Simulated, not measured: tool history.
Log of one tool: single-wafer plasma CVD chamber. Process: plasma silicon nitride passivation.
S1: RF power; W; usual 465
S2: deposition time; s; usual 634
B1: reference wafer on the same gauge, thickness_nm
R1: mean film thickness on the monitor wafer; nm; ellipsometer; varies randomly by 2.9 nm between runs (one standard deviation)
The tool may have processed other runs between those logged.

| run | hour | S1 | S2 | B1 | R1 |
|---|---|---|---|---|---|
| 1 | 0.0 | 410 | 661 | 755.077 | 902.944 |
| 2 | 45.0 | 410 | 661 | 754.893 | 914.405 |
| 3 | 119.7 | 465 | 634 | 754.267 | 899.974 |
| 4 | 162.7 | 465 | 634 | 756.452 | 908.498 |
| 5 | 235.3 | 465 | 634 | 755.016 | 908.912 |
| 6 | 332.0 | 465 | 562 | 756.142 | 800.053 |
| 7 | 413.7 | 435 | 603 | 755.784 | 845.550 |
|  | 492.9 | RF generator calibrated |
| 8 | 659.9 | 435 | 603 | 757.992 | 849.093 |
| 9 | 751.2 | 465 | 634 | 757.698 | 911.036 |
| 10 | 828.0 | 465 | 634 | 757.470 | 911.717 |
| 11 | 897.7 | 465 | 634 | 758.804 | 912.415 |
| 12 | 989.6 | 465 | 634 | 757.485 | 909.582 |
| 13 | 1079.8 | 525 | 547 | 759.324 | 818.298 |
| 14 | 1134.4 | 525 | 547 | 759.888 | 813.757 |
| 15 | 1200.6 | 465 | 634 | 759.919 | 907.579 |
|  | 1238.1 | showerhead replaced |
| 16 | 1303.5 | 440 | 561 | 759.070 | 790.716 |
| 17 | 1373.7 | 465 | 634 | 760.154 | 913.747 |
| 18 | 1431.4 | 465 | 634 | 759.949 | 910.091 |
| 19 | 1509.4 | 465 | 634 | 760.677 | 911.261 |
| 20 | 1571.3 | 465 | 634 | 762.339 | 918.078 |
|  | 1607.8 | gauge calibrated |
| 21 | 1863.4 | 375 | 560 | 750.329 | 747.092 |
| 22 | 2103.1 | 440 | 634 | 751.099 | 885.391 |
| 23 | 2158.7 | 535 | 758 | 751.884 | 1122.328 |
| 24 | 2228.3 | 500 | 755 | 750.899 | 1098.680 |
| 25 | 2282.6 | 465 | 634 | 750.888 | 902.992 |
|  | 2316.3 | RF generator calibrated |
| 26 | 2328.1 | 410 | 634 | 751.283 | 871.288 |
| 27 | 2402.7 | 540 | 600 | 751.764 | 886.770 |
| 28 | 2480.8 | 400 | 748 | 752.104 | 1018.559 |
| 29 | 2528.4 | 465 | 634 | 752.861 | 899.301 |
| 30 | 2630.4 | 515 | 568 | 754.601 | 833.606 |
| 31 | 2823.7 | 515 | 733 | 753.183 | 1072.632 |
| 32 | 2902.5 | 425 | 634 | 754.928 | 880.356 |
| 33 | 2980.0 | 465 | 634 | 753.076 | 908.444 |
| 34 | 3053.2 | 395 | 542 | 754.787 | 737.658 |
| 35 | 3133.1 | 425 | 726 | 755.149 | 1001.959 |
| 36 | 3186.7 | 465 | 634 | 753.274 | 905.998 |
| 37 | 3264.0 | 465 | 686 | 754.915 | 982.449 |
| 38 | 3312.6 | 465 | 575 | 755.519 | 823.014 |
| 39 | 3386.6 | 430 | 594 | 755.912 | 827.852 |
| 40 | 3485.8 | 380 | 737 | 756.189 | 995.860 |

Each run again, without the hidden state but with its own random variation kept:
Hidden state at play: delivered RF power above the setpoint (%); gauge reads high (%).
| run | R1 |
|---|---|
| 1 | 896.060 |
| 2 | 907.224 |
| 3 | 892.565 |
| 4 | 900.819 |
| 5 | 900.894 |
| 6 | 792.603 |
| 7 | 837.326 |
| 8 | 839.775 |
| 9 | 900.618 |
| 10 | 900.938 |
| 11 | 901.307 |
| 12 | 898.087 |
| 13 | 807.584 |
| 14 | 802.878 |
| 15 | 895.144 |
| 16 | 779.473 |
| 17 | 900.433 |
| 18 | 896.567 |
| 19 | 897.362 |
| 20 | 903.790 |
| 21 | 746.307 |
| 22 | 883.367 |
| 23 | 1119.441 |
| 24 | 1095.461 |
| 25 | 900.093 |
| 26 | 868.288 |
| 27 | 883.377 |
| 28 | 1014.254 |
| 29 | 895.280 |
| 30 | 829.443 |
| 31 | 1066.215 |
| 32 | 874.735 |
| 33 | 902.285 |
| 34 | 732.381 |
| 35 | 994.383 |
| 36 | 898.900 |
| 37 | 974.367 |
| 38 | 816.040 |
| 39 | 820.525 |
| 40 | 986.545 |
